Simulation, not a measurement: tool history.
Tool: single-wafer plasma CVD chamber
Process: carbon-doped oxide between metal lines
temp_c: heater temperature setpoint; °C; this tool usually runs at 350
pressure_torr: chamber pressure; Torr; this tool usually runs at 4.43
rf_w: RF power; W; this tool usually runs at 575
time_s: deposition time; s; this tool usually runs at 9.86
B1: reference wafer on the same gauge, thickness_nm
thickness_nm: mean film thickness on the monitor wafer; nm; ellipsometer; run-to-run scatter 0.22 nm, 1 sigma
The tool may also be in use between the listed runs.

Run 1, hour 0: usual settings but pressure_torr 5.21 Torr; B1 52.556. Result: thickness_nm 59.483 nm.
Run 2, hour 57.8: usual settings but rf_w 610 W; B1 52.594. Result: thickness_nm 61.155 nm.
Run 3, hour 145.7: usual settings but pressure_torr 3.8 Torr; B1 52.636. Result: thickness_nm 57.245 nm.
Run 4, hour 244.7: usual settings but pressure_torr 3.8 Torr; B1 52.596. Result: thickness_nm 57.086 nm.
Run 5, hour 317.7: usual settings but pressure_torr 3.8 Torr; B1 52.585. Result: thickness_nm 57.56 nm.
Run 6, hour 355.8: usual settings but pressure_torr 5.13 Torr; B1 52.613. Result: thickness_nm 59.193 nm.
Run 7, hour 394.6: usual settings but rf_w 535 W; B1 52.637. Result: thickness_nm 55.602 nm.
Run 8, hour 466.1: usual settings but temp_c 354 °C, pressure_torr 5.31 Torr, rf_w 650 W; B1 52.608. Result: thickness_nm 63.542 nm.
At hour 486.7: capacitance manometer re-zeroed and calibrated.
Run 9, hour 509.6: usual settings but pressure_torr 5.22 Torr, time_s 11.39 s; B1 52.611. Result: thickness_nm 68.371 nm.
At hour 598.1: gauge calibrated.
Run 10, hour 609: usual settings but rf_w 480 W, time_s 8.85 s; B1 52.566. Result: thickness_nm 45.771 nm.
Run 11, hour 710.9: usual settings; B1 52.698. Result: thickness_nm 58.159 nm.
Run 12, hour 807.2: usual settings but temp_c 338 °C, rf_w 680 W; B1 52.611. Result: thickness_nm 67.97 nm.
Run 13, hour 844.3: usual settings but temp_c 338 °C, rf_w 505 W, time_s 8.56 s; B1 52.545. Result: thickness_nm 47.462 nm.
Run 14, hour 888.4: usual settings but time_s 8.95 s; B1 52.633. Result: thickness_nm 52.43 nm.
At hour 909.1: RF generator calibrated.
Run 15, hour 931.6: usual settings but temp_c 361 °C, pressure_torr 3.67 Torr, rf_w 675 W, time_s 9.12 s; B1 52.601. Result: thickness_nm 59.18 nm.
Run 16, hour 1023.5: usual settings but pressure_torr 5.3 Torr; B1 52.606. Result: thickness_nm 60.95 nm.
At hour 1201.1: thermocouple changed; heater temperature recalibrated.
Run 17, hour 1312.8: usual settings but temp_c 356 °C, pressure_torr 4.1 Torr, time_s 9.01 s; B1 52.667. Result: thickness_nm 51.678 nm.
At hour 1400.8: showerhead replaced.
Run 18, hour 1406.4: usual settings but temp_c 338 °C, rf_w 505 W, time_s 8.56 s; B1 52.574. Result: thickness_nm 48.162 nm.
Run 19, hour 1490.9: usual settings but temp_c 361 °C; B1 52.625. Result: thickness_nm 56.932 nm.
Run 20, hour 1571: usual settings but pressure_torr 3.76 Torr, rf_w 465 W; B1 52.562. Result: thickness_nm 48.73 nm.
Run 21, hour 1667.3: usual settings but pressure_torr 5.25 Torr; B1 52.575. Result: thickness_nm 59.508 nm.
Run 22, hour 1706.7: usual settings but temp_c 343 °C, time_s 10.99 s; B1 52.576. Result: thickness_nm 66.303 nm.
Run 23, hour 1761.6: usual settings but time_s 8.57 s; B1 52.576. Result: thickness_nm 50.85 nm.
Run 24, hour 1815: usual settings but rf_w 665 W, time_s 10.8 s; B1 52.688. Result: thickness_nm 70.821 nm.
Run 25, hour 1901.7: usual settings; B1 52.609. Result: thickness_nm 57.987 nm.
Run 26, hour 1958.9: usual settings but temp_c 359 °C, pressure_torr 3.52 Torr, rf_w 515 W, time_s 11.29 s; B1 52.598. Result: thickness_nm 58.509 nm.
Run 27, hour 2007.1: usual settings but temp_c 346 °C, pressure_torr 4 Torr, rf_w 485 W, time_s 11.16 s; B1 52.568. Result: thickness_nm 58.011 nm.

Predict each of these 5 candidate next runs independently; none follows another, all start after run 27:
Run A, hour 2007.5: usual settings but time_s 9.14 s; B1 ?. Result: thickness_nm ?.
Run B, hour 2007.5: usual settings but temp_c 337 °C; B1 ?. Result: thickness_nm ?.
Run C, hour 2007.5: usual settings but pressure_torr 5.12 Torr, rf_w 470 W; B1 ?. Result: thickness_nm ?.
Run D, hour 2007.5: usual settings but temp_c 364 °C, pressure_torr 5.08 Torr; B1 ?. Result: thickness_nm ?.
Run E, hour 2007.5: usual settings but temp_c 359 °C, pressure_torr 3.79 Torr, rf_w 645 W, time_s 10.63 s; B1 ?. Result: thickness_nm ?.

run      B1  thickness_nm
  A  52.561        53.975
  B  52.561        60.717
  C  52.561        50.534
  D  52.561        56.708
  E  52.561        65.104
With the hidden condition removed and each run's random variation left untouched, the same runs would have given:
run  thickness_nm
  A        54.719
  B        61.465
  C        51.509
  D        57.606
  E        66.068
